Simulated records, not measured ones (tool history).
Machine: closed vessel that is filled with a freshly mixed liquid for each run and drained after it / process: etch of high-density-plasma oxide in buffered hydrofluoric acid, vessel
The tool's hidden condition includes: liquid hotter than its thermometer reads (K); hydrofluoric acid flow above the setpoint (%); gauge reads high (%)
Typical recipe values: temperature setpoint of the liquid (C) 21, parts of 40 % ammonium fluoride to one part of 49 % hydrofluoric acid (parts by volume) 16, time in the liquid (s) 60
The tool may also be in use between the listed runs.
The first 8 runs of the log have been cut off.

| run | hour | temperature setpoint of the liquid (C) | parts of 40 % ammonium fluoride to one part of 49 % hydrofluoric acid (parts by volume) | time in the liquid (s) | wafers since the last listed run | hours since the thermometer was replaced | hours since the hydrofluoric acid flow meter was replaced | hours since the gauge calibration | read-back film thickness of the high-density-plasma oxide reference wafer, read on the same gauge (nm) | thickness taken off the high-density-plasma oxide on a monitor wafer (Å) |
|---|---|---|---|---|---|---|---|---|---|---|
| 9 | 96.2 | 24 | 16 | 60 | 676 | 2597.9 | 18.7 | 483.2 | 80 | 519.4 |
| 10 | 107.3 | 24 | 16 | 60 | 1015 | 2609 | 29.8 | 494.3 | 80 | 518.1 |
| 11 | 119.9 | 21 | 16 | 60 | 1152 | 2621.6 | 42.4 | 506.9 | 80 | 436.3 |
| 12 | 132.8 | 17 | 18.5 | 30 | 1179 | 2634.5 | 55.3 | 519.8 | 80.03 | 151.9 |
| 13 | 144.1 | 21 | 16 | 60 | 1033 | 2645.8 | 66.6 | 531.1 | 79.99 | 437.9 |
|  | 145.3 | thermometer replaced |
| 14 | 156.8 | 17.5 | 22 | 90 | 1069 | 11.5 | 79.3 | 543.8 | 80.02 | 406.8 |
|  | 157.2 | gauge calibrated |
| 15 | 162.8 | 18 | 12 | 50 | 548 | 17.5 | 85.3 | 5.6 | 79.98 | 414 |
| 16 | 172 | 21 | 22 | 60 | 841 | 26.7 | 94.5 | 14.8 | 80.02 | 334.8 |
| 17 | 188.9 | 21 | 16 | 75 | 1545 | 43.6 | 111.4 | 31.7 | 80.04 | 549.7 |
| 18 | 200.6 | 21 | 13.5 | 80 | 1069 | 55.3 | 123.1 | 43.4 | 79.98 | 699 |
| 19 | 208.8 | 17 | 19 | 50 | 749 | 63.5 | 131.3 | 51.6 | 79.97 | 250.1 |
| 20 | 226.1 | 24 | 12.5 | 60 | 1582 | 80.8 | 148.6 | 68.9 | 79.98 | 662.3 |
| 21 | 240.1 | 21 | 18 | 50 | 1280 | 94.8 | 162.6 | 82.9 | 80.03 | 326.7 |
| 22 | 256 | 21 | 10.5 | 60 | 1453 | 110.7 | 178.5 | 98.8 | 80.03 | 665.4 |
| 23 | 263.9 | 21 | 16 | 60 | 722 | 118.6 | 186.4 | 106.7 | 80 | 445.3 |
| 24 | 273 | 22.5 | 20 | 95 | 832 | 127.7 | 195.5 | 115.8 | 80 | 613.4 |
| 25 | 284.6 | 21 | 16 | 45 | 1060 | 139.3 | 207.1 | 127.4 | 80 | 334.7 |
| 26 | 298.6 | 21 | 16 | 90 | 1280 | 153.3 | 221.1 | 141.4 | 79.99 | 670.3 |
| 27 | 317.7 | 21 | 18 | 60 | 1746 | 172.4 | 240.2 | 160.5 | 79.99 | 396 |
| 28 | 328.7 | 22.5 | 11.5 | 30 | 1005 | 183.4 | 251.2 | 171.5 | 79.98 | 334.8 |
| 29 | 344.8 | 19.5 | 16 | 90 | 1472 | 199.5 | 267.3 | 187.6 | 79.98 | 615.1 |
| 30 | 354.4 | 21 | 11.5 | 60 | 877 | 209.1 | 276.9 | 197.2 | 80.01 | 616.5 |
| 31 | 361.2 | 21 | 22 | 60 | 621 | 215.9 | 283.7 | 204 | 80.01 | 335.4 |

5 options for the next run, each taken on its own from the tool as it stands now. Forecast them:
| A | 361.9 | 21 | 16 | 60 | 64 | 216.6 | 284.4 | 204.7 | ? | ? |
| B | 361.9 | 18 | 16 | 60 | 64 | 216.6 | 284.4 | 204.7 | ? | ? |
| C | 361.9 | 23.5 | 14 | 60 | 64 | 216.6 | 284.4 | 204.7 | ? | ? |
| D | 361.9 | 21 | 21.5 | 70 | 64 | 216.6 | 284.4 | 204.7 | ? | ? |
| E | 361.9 | 19 | 22.5 | 60 | 64 | 216.6 | 284.4 | 204.7 | ? | ? |

| run | read-back film thickness of the high-density-plasma oxide reference wafer, read on the same gauge (nm) | thickness taken off the high-density-plasma oxide on a monitor wafer (Å) |
|---|---|---|
| A | 79.98 | 445 |
| B | 79.98 | 375.9 |
| C | 79.98 | 582.5 |
| D | 79.98 | 393.6 |
| E | 79.98 | 292.2 |
Without the tool's unlogged condition, the same runs would have read:
| run | thickness taken off the high-density-plasma oxide on a monitor wafer (Å) |
|---|---|
| A | 434.9 |
| B | 367.4 |
| C | 569.4 |
| D | 387.3 |
| E | 287.5 |

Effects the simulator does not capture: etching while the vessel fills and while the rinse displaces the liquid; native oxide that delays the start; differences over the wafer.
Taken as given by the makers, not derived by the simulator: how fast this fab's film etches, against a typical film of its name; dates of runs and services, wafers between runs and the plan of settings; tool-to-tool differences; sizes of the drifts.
